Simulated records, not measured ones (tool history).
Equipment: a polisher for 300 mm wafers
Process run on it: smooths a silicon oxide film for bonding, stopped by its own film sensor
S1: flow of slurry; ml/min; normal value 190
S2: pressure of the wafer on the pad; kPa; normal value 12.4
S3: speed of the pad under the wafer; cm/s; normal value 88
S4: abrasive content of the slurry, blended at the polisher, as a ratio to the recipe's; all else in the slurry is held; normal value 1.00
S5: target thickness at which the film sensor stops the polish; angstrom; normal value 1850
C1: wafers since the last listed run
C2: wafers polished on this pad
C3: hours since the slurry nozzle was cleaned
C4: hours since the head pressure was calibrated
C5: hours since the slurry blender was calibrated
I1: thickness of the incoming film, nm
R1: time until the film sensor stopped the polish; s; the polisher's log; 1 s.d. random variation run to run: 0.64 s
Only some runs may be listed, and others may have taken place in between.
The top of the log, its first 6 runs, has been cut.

{"run": 7, "day": 6.554, "S1": 190, "S2": 12.4, "S3": 88, "S4": 1.0, "S5": 1920, "C1": 176, "C2": 896, "C3": 432.1, "C4": 446.7, "C5": 184.5, "I1": 206.2, "R1": 30.0}
{"run": 8, "day": 7.525, "S1": 190, "S2": 12.4, "S3": 88, "S4": 1.0, "S5": 1920, "C1": 172, "C2": 1069, "C3": 455.4, "C4": 470.0, "C5": 207.8, "I1": 210.8, "R1": 40.2}
{"day": 8.375, "done": "slurry blender recalibrated"}
{"run": 9, "day": 8.95, "S1": 190, "S2": 12.4, "S3": 88, "S4": 1.0, "S5": 1850, "C1": 238, "C2": 1307, "C3": 489.6, "C4": 504.2, "C5": 13.8, "I1": 210.3, "R1": 54.7}
{"run": 10, "day": 9.762, "S1": 190, "S2": 12.4, "S3": 88, "S4": 1.0, "S5": 1850, "C1": 144, "C2": 1452, "C3": 509.1, "C4": 523.7, "C5": 33.3, "I1": 207.3, "R1": 49.1}
{"run": 11, "day": 10.796, "S1": 190, "S2": 12.4, "S3": 88, "S4": 1.0, "S5": 1850, "C1": 183, "C2": 1635, "C3": 533.9, "C4": 548.5, "C5": 58.1, "I1": 207.6, "R1": 51.2}
{"day": 11.717, "done": "worn pad replaced by a new one"}
{"run": 12, "day": 12.275, "S1": 190, "S2": 12.4, "S3": 88, "S4": 1.0, "S5": 1850, "C1": 233, "C2": 98, "C3": 569.4, "C4": 584.0, "C5": 93.6, "I1": 208.9, "R1": 49.2}
{"run": 13, "day": 12.892, "S1": 190, "S2": 12.4, "S3": 88, "S4": 1.0, "S5": 1910, "C1": 109, "C2": 208, "C3": 584.2, "C4": 598.8, "C5": 108.4, "I1": 213.0, "R1": 45.0}
{"day": 16.896, "done": "slurry blender recalibrated"}
{"run": 14, "day": 16.917, "S1": 190, "S2": 14.5, "S3": 88, "S4": 1.0, "S5": 1890, "C1": 700, "C2": 908, "C3": 680.8, "C4": 695.4, "C5": 0.5, "I1": 212.4, "R1": 43.9}
{"run": 15, "day": 18.392, "S1": 190, "S2": 12.4, "S3": 88, "S4": 1.0, "S5": 1850, "C1": 262, "C2": 1170, "C3": 716.2, "C4": 730.8, "C5": 35.9, "I1": 213.2, "R1": 61.2}
{"run": 16, "day": 19.083, "S1": 160, "S2": 12.4, "S3": 60, "S4": 1.0, "S5": 1850, "C1": 122, "C2": 1293, "C3": 732.8, "C4": 747.4, "C5": 52.5, "I1": 213.4, "R1": 84.8}
{"run": 17, "day": 20.3, "S1": 190, "S2": 13.8, "S3": 88, "S4": 1.0, "S5": 1850, "C1": 216, "C2": 1509, "C3": 762.0, "C4": 776.6, "C5": 81.7, "I1": 206.6, "R1": 42.7}
{"run": 18, "day": 21.738, "S1": 190, "S2": 12.4, "S3": 88, "S4": 1.0, "S5": 1760, "C1": 255, "C2": 1765, "C3": 796.5, "C4": 811.1, "C5": 116.2, "I1": 211.6, "R1": 83.2}
{"day": 22.004, "done": "worn pad replaced by a new one"}
{"run": 19, "day": 22.362, "S1": 190, "S2": 12.4, "S3": 88, "S4": 1.0, "S5": 1910, "C1": 81, "C2": 63, "C3": 811.5, "C4": 826.1, "C5": 131.2, "I1": 211.6, "R1": 42.1}
{"day": 22.525, "done": "slurry nozzle cleaned"}
{"run": 20, "day": 23.079, "S1": 150, "S2": 12.4, "S3": 74, "S4": 1.0, "S5": 1850, "C1": 119, "C2": 183, "C3": 13.3, "C4": 843.3, "C5": 148.4, "I1": 207.8, "R1": 56.4}
{"run": 21, "day": 23.612, "S1": 190, "S2": 14.5, "S3": 70, "S4": 1.0, "S5": 1830, "C1": 94, "C2": 278, "C3": 26.1, "C4": 856.1, "C5": 161.2, "I1": 208.3, "R1": 54.5}
{"day": 24.242, "done": "head pressure recalibrated"}
{"run": 22, "day": 24.317, "S1": 155, "S2": 12.4, "S3": 88, "S4": 1.0, "S5": 1850, "C1": 110, "C2": 388, "C3": 43.0, "C4": 1.8, "C5": 178.1, "I1": 208.2, "R1": 48.3}
{"day": 25.579, "done": "slurry blender recalibrated"}
{"run": 23, "day": 28.025, "S1": 155, "S2": 12.4, "S3": 88, "S4": 1.0, "S5": 1850, "C1": 644, "C2": 1032, "C3": 132.0, "C4": 90.8, "C5": 58.7, "I1": 210.8, "R1": 56.9}
{"run": 24, "day": 28.579, "S1": 190, "S2": 12.4, "S3": 98, "S4": 1.1, "S5": 1850, "C1": 98, "C2": 1130, "C3": 145.3, "C4": 104.1, "C5": 72.0, "I1": 208.5, "R1": 44.3}
{"run": 25, "day": 32.125, "S1": 130, "S2": 16.5, "S3": 76, "S4": 0.75, "S5": 1850, "C1": 629, "C2": 1760, "C3": 230.4, "C4": 189.2, "C5": 157.1, "I1": 208.6, "R1": 55.7}

What will run 26 give?
{"day": 32.362, "done": "worn pad replaced by a new one"}
{"run": 26, "day": 33.538, "S1": 225, "S2": 12.4, "S3": 88, "S4": 1.1, "S5": 1850, "C1": 221, "C2": 208, "C3": 264.3, "C4": 223.1, "C5": 191.0, "I1": 208.7, "R1": "?"}

Run 26 came out at R1 45.4 s.
Without the tool's hidden state the same run would have given R1 45.1 s.
